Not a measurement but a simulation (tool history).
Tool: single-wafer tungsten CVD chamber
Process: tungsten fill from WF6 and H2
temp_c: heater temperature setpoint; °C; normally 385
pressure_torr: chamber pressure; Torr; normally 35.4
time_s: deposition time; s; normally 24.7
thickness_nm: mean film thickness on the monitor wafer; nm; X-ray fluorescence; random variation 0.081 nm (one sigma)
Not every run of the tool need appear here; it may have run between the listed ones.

run	hour	temp_c	pressure_torr	time_s	wafers since the last listed run	hours since the last thermocouple change	hours since the last manometer calibration	hours since the showerhead was replaced	hours since the gauge calibration	read-back reference wafer on the same gauge, thickness_nm	thickness_nm
1	0	385	35.4	24.7	0	2161.4	2345.5	2777	22.2	43.215	53.563
2	53.7	385	35.4	24.7	1560	2215.1	2399.2	2830.7	75.9	43.237	53.37
3	67.7	385	35.4	24.7	406	2229.1	2413.2	2844.7	89.9	43.202	53.495
4	78.3	385	35.4	24.7	308	2239.7	2423.8	2855.3	100.5	43.209	53.467
5	92.5	385	39.4	24.7	412	2253.9	2438	2869.5	114.7	43.191	56.065
6	105.1	385	39.4	24.7	366	2266.5	2450.6	2882.1	127.3	43.2	55.886
7	123	385	35.4	24.7	520	2284.4	2468.5	2900	145.2	43.193	53.541
8	131.3	385	35.4	24.7	241	2292.7	2476.8	2908.3	153.5	43.193	53.299
9	184.8	385	35.4	24.7	1554	2346.2	2530.3	2961.8	207	43.18	53.433
10	195	385	35.4	24.7	296	2356.4	2540.5	2972	217.2	43.212	53.561
11	208.6	385	35.4	24.7	395	2370	2554.1	2985.6	230.8	43.209	53.405
12	218.9	385	35.4	23.4	299	2380.3	2564.4	2995.9	241.1	43.196	50.555
13	229	385	35.4	23.4	293	2390.4	2574.5	3006	251.2	43.205	50.603
# hour 235.5: gauge calibrated
14	236.5	385	35.4	24.7	217	2397.9	2582	3013.5	1	43.179	53.475
15	242.7	385	35.4	24.7	180	2404.1	2588.2	3019.7	7.2	43.218	53.58
16	260.5	385	35.4	21.9	517	2421.9	2606	3037.5	25	43.195	47.433
17	273.9	385	35.4	24.7	389	2435.3	2619.4	3050.9	38.4	43.223	53.45
18	289.2	376	31.7	29.3	444	2450.6	2634.7	3066.2	53.7	43.202	49.144
19	298.2	385	32.5	24.7	261	2459.6	2643.7	3075.2	62.7	43.216	51.783
# hour 309.3: showerhead replaced
20	309.8	372	41.5	29	104	2471.2	2655.3	0.5	74.3	43.182	49.298
# hour 319: capacitance manometer re-zeroed and calibrated
21	319.5	378	35.4	24.7	49	2480.9	0.5	10.2	84	43.226	44.249
# hour 332.2: thermocouple changed; heater temperature recalibrated
22	332.7	373	43.8	24.7	151	0.5	13.7	23.4	97.2	43.202	44.592
23	338.5	377	32	26.1	168	6.3	19.5	29.2	103	43.216	45.62
24	350.7	385	35.4	24.7	354	18.5	31.7	41.4	115.2	43.208	53.957
25	367.7	385	35.4	24.7	494	35.5	48.7	58.4	132.2	43.174	53.863
26	384.3	385	35.4	24.7	482	52.1	65.3	75	148.8	43.198	54.007
27	398.4	385	35.4	24.7	409	66.2	79.4	89.1	162.9	43.203	54.013
28	409.6	385	35.4	24.7	325	77.4	90.6	100.3	174.1	43.203	53.908
29	422.9	392	35.4	24.7	386	90.7	103.9	113.6	187.4	43.187	63.268
30	432.8	385	35.4	28.9	287	100.6	113.8	123.5	197.3	43.179	63.324
31	439.8	376	35.4	26.7	203	107.6	120.8	130.5	204.3	43.204	47.221
32	452.9	393	35.4	28.4	380	120.7	133.9	143.6	217.4	43.187	73.947
33	466.1	376	33	24.7	383	133.9	147.1	156.8	230.6	43.198	42.619

Consider 3 possible next runs. They are alternatives, not a sequence: every one starts from the tool as it was left by run 33. What does each give?
A	466.5	385	35.4	24.7	11	134.3	147.5	157.2	231	?	?
B	466.5	390	40.8	26.2	11	134.3	147.5	157.2	231	?	?
C	466.5	385	31.8	24.7	11	134.3	147.5	157.2	231	?	?

run	read-back reference wafer on the same gauge, thickness_nm	thickness_nm
A	43.202	54.075
B	43.202	67.954
C	43.202	51.794
Take away the tool's hidden state, keep each run's random variation, and the runs would have read:
run	thickness_nm
A	53.91
B	67.751
C	51.636
